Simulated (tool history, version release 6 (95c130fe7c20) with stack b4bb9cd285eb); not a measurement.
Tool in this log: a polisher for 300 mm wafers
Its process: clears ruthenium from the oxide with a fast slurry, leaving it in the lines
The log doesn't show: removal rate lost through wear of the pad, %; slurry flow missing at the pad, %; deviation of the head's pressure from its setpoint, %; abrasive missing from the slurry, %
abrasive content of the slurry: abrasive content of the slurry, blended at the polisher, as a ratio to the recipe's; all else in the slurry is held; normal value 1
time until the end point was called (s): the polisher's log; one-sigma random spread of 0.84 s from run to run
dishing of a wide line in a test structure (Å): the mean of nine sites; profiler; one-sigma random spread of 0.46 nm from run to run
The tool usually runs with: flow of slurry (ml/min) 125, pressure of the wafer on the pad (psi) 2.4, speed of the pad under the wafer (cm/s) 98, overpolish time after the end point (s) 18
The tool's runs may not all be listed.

run	day	flow of slurry (ml/min)	pressure of the wafer on the pad (psi)	speed of the pad under the wafer (cm/s)	abrasive content of the slurry	overpolish time after the end point (s)	wafers since the last listed run	wafers polished on this pad	hours since the slurry nozzle was cleaned	hours since the head pressure was calibrated	hours since the slurry blender was calibrated	incoming thickness of the incoming film, nm	time until the end point was called (s)	dishing of a wide line in a test structure (Å)
1	0.000	125	2.6	98	1	14	0	1143	127.1	92.6	170.9	151.6	52.7	283
# day 2.308: worn pad replaced by a new one
2	2.329	125	2.6	98	1	14	469	4	183.0	148.5	226.8	149.4	51.2	291
# day 2.846: slurry blender recalibrated
3	4.950	125	2.4	98	1	18	551	555	245.9	211.4	50.5	150.2	55.1	319
4	7.883	125	2.4	98	1	18	637	1193	316.3	281.8	120.9	150.5	58.1	318
5	9.571	125	2.4	98	1	18	366	1559	356.8	322.3	161.4	149.3	60.1	317
# day 9.638: slurry nozzle cleaned
# day 10.408: worn pad replaced by a new one
6	12.200	150	2.4	114	1	18	526	389	61.5	385.4	224.5	149.6	49.8	337
# day 12.446: slurry blender recalibrated
7	13.688	150	2.4	114	1	18	305	694	97.2	421.1	29.8	149.4	53.2	337
8	15.579	125	2.4	98	1	18	411	1105	142.6	466.5	75.2	149.4	63.2	296
9	17.279	125	2.4	98	1	18	369	1474	183.4	507.3	116.0	151.5	62.8	299
# day 18.975: worn pad replaced by a new one, repeated, since the last time left the tool worse
10	20.192	125	3.0	98	1	18	596	264	253.3	577.2	185.9	153.0	46.8	365
11	21.650	150	2.4	114	1	18	316	581	288.3	612.2	220.9	152.8	46.3	363

Expected results for the next run?
# day 22.238: head pressure recalibrated
# day 22.371: slurry blender recalibrated
12	23.012	125	3.1	64	1	11	259	840	321.0	18.6	15.4	147.8	?	?

time until the end point was called (s): 68.4
dishing of a wide line in a test structure (Å): 198
With no hidden state in the tool, this same run would have given time until the end point was called (s) 64.7, dishing of a wide line in a test structure (Å) 206.
